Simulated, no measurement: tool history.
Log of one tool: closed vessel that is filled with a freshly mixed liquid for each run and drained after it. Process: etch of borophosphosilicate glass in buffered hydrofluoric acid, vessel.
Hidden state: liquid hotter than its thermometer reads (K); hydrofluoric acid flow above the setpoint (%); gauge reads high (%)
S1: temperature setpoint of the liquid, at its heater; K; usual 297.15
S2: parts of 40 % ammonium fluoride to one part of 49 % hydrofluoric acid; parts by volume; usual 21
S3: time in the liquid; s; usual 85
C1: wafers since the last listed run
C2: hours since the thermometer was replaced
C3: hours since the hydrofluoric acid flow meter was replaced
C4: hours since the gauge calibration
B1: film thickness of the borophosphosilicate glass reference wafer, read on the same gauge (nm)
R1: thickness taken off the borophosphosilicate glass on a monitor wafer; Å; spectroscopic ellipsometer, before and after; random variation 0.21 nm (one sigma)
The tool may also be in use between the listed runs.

| run | day | S1 | S2 | S3 | C1 | C2 | C3 | C4 | B1 | R1 |
|---|---|---|---|---|---|---|---|---|---|---|
| 1 | 0 | 297.15 | 21 | 50 | 0 | 2560.3 | 1747.5 | 154.4 | 139.93 | 367.7 |
| 2 | 1.325 | 297.15 | 18.5 | 85 | 2702 | 2592.1 | 1779.3 | 186.2 | 139.99 | 691.6 |
| 3 | 1.921 | 297.15 | 21 | 85 | 1215 | 2606.4 | 1793.6 | 200.5 | 140 | 624.9 |
| 4 | 2.862 | 297.15 | 21 | 85 | 1920 | 2629 | 1816.2 | 223.1 | 139.98 | 629.3 |
| 5 | 4.346 | 297.15 | 21 | 85 | 3025 | 2664.6 | 1851.8 | 258.7 | 139.99 | 621.8 |
| 6 | 5.692 | 295.65 | 21 | 85 | 2744 | 2696.9 | 1884.1 | 291 | 139.98 | 576.6 |
| 7 | 6.375 | 293.65 | 21 | 85 | 1393 | 2713.3 | 1900.5 | 307.4 | 139.95 | 516.7 |
| 8 | 7.129 | 293.65 | 21 | 85 | 1538 | 2731.4 | 1918.6 | 325.5 | 139.98 | 516.5 |
|  | 7.258 | thermometer replaced |
|  | 8.55 | gauge calibrated |
| 9 | 8.588 | 297.15 | 26.5 | 125 | 2889 | 31.9 | 1953.6 | 0.9 | 140 | 852.2 |
| 10 | 9.783 | 295.65 | 29 | 85 | 2438 | 60.6 | 1982.3 | 29.6 | 139.97 | 505.4 |
|  | 10.221 | thermometer replaced, repeated, since the last time left the tool worse |
| 11 | 10.475 | 292.65 | 27 | 70 | 1325 | 6.1 | 1998.9 | 46.2 | 139.99 | 310.9 |
| 12 | 11.617 | 297.15 | 21 | 85 | 2328 | 33.5 | 2026.3 | 73.6 | 139.97 | 575.9 |
|  | 11.738 | hydrofluoric acid flow meter replaced |
| 13 | 12.596 | 297.15 | 21 | 85 | 1912 | 57 | 20.6 | 97.1 | 140.01 | 576.5 |
| 14 | 13.579 | 297.15 | 29 | 85 | 2005 | 80.6 | 44.2 | 120.7 | 140.02 | 464.2 |
| 15 | 14.317 | 297.15 | 21 | 85 | 1504 | 98.3 | 61.9 | 138.4 | 140 | 575.6 |
| 16 | 15.8 | 293.65 | 14 | 85 | 3025 | 133.9 | 97.5 | 174 | 140 | 704.8 |

Forecast each of these 4 alternatives for the next run:
| A | 15.829 | 297.15 | 21 | 85 | 59 | 134.6 | 98.2 | 174.7 | ? | ? |
| B | 15.829 | 299.15 | 26.5 | 85 | 59 | 134.6 | 98.2 | 174.7 | ? | ? |
| C | 15.829 | 292.65 | 21 | 85 | 59 | 134.6 | 98.2 | 174.7 | ? | ? |
| D | 15.829 | 298.65 | 25.5 | 85 | 59 | 134.6 | 98.2 | 174.7 | ? | ? |

| run | B1 | R1 |
|---|---|---|
| A | 139.98 | 581 |
| B | 139.98 | 551.2 |
| C | 139.98 | 453.8 |
| D | 139.98 | 551 |
Without the tool's hidden state the same runs would have given:
| run | R1 |
|---|---|
| A | 575.3 |
| B | 545.9 |
| C | 449.2 |
| D | 545.7 |

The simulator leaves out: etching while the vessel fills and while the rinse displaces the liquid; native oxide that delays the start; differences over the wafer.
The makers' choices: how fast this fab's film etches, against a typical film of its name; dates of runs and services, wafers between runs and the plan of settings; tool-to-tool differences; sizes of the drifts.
